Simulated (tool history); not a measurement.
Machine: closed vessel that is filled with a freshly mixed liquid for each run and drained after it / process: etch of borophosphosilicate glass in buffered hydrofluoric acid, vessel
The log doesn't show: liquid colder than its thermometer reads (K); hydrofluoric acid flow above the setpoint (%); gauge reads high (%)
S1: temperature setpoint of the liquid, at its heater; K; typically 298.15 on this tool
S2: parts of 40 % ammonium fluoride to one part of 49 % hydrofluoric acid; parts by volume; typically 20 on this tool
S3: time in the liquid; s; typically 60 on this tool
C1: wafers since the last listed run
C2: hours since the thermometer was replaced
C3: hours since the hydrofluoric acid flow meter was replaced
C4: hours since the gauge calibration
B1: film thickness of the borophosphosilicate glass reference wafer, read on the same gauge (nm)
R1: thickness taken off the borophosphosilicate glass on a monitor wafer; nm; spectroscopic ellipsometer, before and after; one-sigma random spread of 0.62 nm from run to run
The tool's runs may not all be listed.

| run | hour | S1 | S2 | S3 | C1 | C2 | C3 | C4 | B1 | R1 |
|---|---|---|---|---|---|---|---|---|---|---|
| 1 | 0 | 298.15 | 20 | 60 | 0 | 1359.9 | 2423.9 | 247.8 | 129.96 | 69.28 |
| 2 | 16.5 | 298.15 | 20 | 60 | 1922 | 1376.4 | 2440.4 | 264.3 | 129.99 | 69.67 |
| 3 | 33.3 | 298.15 | 20 | 60 | 1957 | 1393.2 | 2457.2 | 281.1 | 130 | 68.56 |
| 4 | 60.9 | 298.15 | 24.5 | 60 | 3216 | 1420.8 | 2484.8 | 308.7 | 129.96 | 58.34 |
|  | 69.9 | thermometer replaced |
| 5 | 96 | 298.15 | 24.5 | 60 | 3973 | 26.1 | 2519.9 | 343.8 | 130.01 | 58.27 |
| 6 | 132 | 296.15 | 20 | 60 | 4195 | 62.1 | 2555.9 | 379.8 | 130.02 | 62.02 |
| 7 | 149.6 | 296.15 | 20 | 60 | 2051 | 79.7 | 2573.5 | 397.4 | 130.02 | 61.52 |
| 8 | 182.9 | 296.15 | 20 | 60 | 3880 | 113 | 2606.8 | 430.7 | 130 | 61.74 |
| 9 | 202.7 | 300.65 | 20 | 60 | 2307 | 132.8 | 2626.6 | 450.5 | 130 | 77.64 |
| 10 | 218.4 | 300.65 | 20 | 60 | 1829 | 148.5 | 2642.3 | 466.2 | 129.99 | 78.53 |
| 11 | 236.7 | 300.65 | 20 | 60 | 2132 | 166.8 | 2660.6 | 484.5 | 130.04 | 79.41 |
| 12 | 266.4 | 298.15 | 20 | 60 | 3461 | 196.5 | 2690.3 | 514.2 | 130.02 | 70.08 |
|  | 270.5 | hydrofluoric acid flow meter replaced |
| 13 | 282.6 | 300.15 | 25.5 | 60 | 1771 | 212.7 | 12.1 | 530.4 | 129.97 | 64.69 |
| 14 | 316.1 | 298.15 | 15.5 | 70 | 3903 | 246.2 | 45.6 | 563.9 | 129.97 | 109.58 |
| 15 | 346.4 | 302.65 | 20 | 45 | 3531 | 276.5 | 75.9 | 594.2 | 129.97 | 69.88 |
|  | 383.1 | gauge calibrated |
| 16 | 389.1 | 298.15 | 14.5 | 75 | 4976 | 319.2 | 118.6 | 6 | 129.97 | 126.45 |
| 17 | 415.9 | 298.15 | 20 | 60 | 3123 | 346 | 145.4 | 32.8 | 130.06 | 74.75 |
| 18 | 440.5 | 302.15 | 24 | 60 | 2866 | 370.6 | 170 | 57.4 | 130.06 | 77.03 |
| 19 | 472.3 | 298.15 | 25 | 40 | 3705 | 402.4 | 201.8 | 89.2 | 130 | 40.14 |
| 20 | 496.8 | 298.15 | 20 | 60 | 2855 | 426.9 | 226.3 | 113.7 | 130.05 | 74 |
|  | 502 | hydrofluoric acid flow meter replaced, repeated, since the last time left the tool worse |
| 21 | 558.2 | 300.65 | 20 | 60 | 7038 | 488.3 | 56.2 | 175.1 | 130 | 75.39 |
| 22 | 585.1 | 298.15 | 27 | 60 | 3134 | 515.2 | 83.1 | 202 | 130 | 51.22 |
| 23 | 603.6 | 302.65 | 23.5 | 30 | 2155 | 533.7 | 101.6 | 220.5 | 130.01 | 36.71 |
| 24 | 637.9 | 298.15 | 20 | 60 | 3997 | 568 | 135.9 | 254.8 | 129.98 | 64.7 |
| 25 | 667.2 | 298.15 | 20 | 60 | 3414 | 597.3 | 165.2 | 284.1 | 129.99 | 65.87 |
| 26 | 681.6 | 296.15 | 13 | 50 | 1678 | 611.7 | 179.6 | 298.5 | 129.97 | 74.25 |
| 27 | 702.2 | 298.15 | 20 | 60 | 2400 | 632.3 | 200.2 | 319.1 | 129.97 | 65.58 |
| 28 | 724 | 300.15 | 15 | 45 | 2540 | 654.1 | 222 | 340.9 | 129.96 | 72.36 |
| 29 | 741 | 300.15 | 15 | 45 | 1981 | 671.1 | 239 | 357.9 | 130 | 73.23 |
| 30 | 766.7 | 302.65 | 17 | 30 | 2994 | 696.8 | 264.7 | 383.6 | 130 | 48.71 |

Forecast each of these 5 alternatives for the next run:
| A | 767.4 | 299.65 | 20 | 60 | 81 | 697.5 | 265.4 | 384.3 | ? | ? |
| B | 767.4 | 295.15 | 20 | 35 | 81 | 697.5 | 265.4 | 384.3 | ? | ? |
| C | 767.4 | 298.15 | 20 | 45 | 81 | 697.5 | 265.4 | 384.3 | ? | ? |
| D | 767.4 | 299.65 | 20 | 75 | 81 | 697.5 | 265.4 | 384.3 | ? | ? |
| E | 767.4 | 294.65 | 16.5 | 30 | 81 | 697.5 | 265.4 | 384.3 | ? | ? |

| run | B1 | R1 |
|---|---|---|
| A | 129.96 | 70.4 |
| B | 129.96 | 32.19 |
| C | 129.96 | 48.72 |
| D | 129.96 | 88 |
| E | 129.96 | 32.47 |
Take away the tool's hidden state, keep each run's random variation, and the runs would have read:
| run | R1 |
|---|---|
| A | 69.09 |
| B | 31.59 |
| C | 47.81 |
| D | 86.36 |
| E | 31.87 |
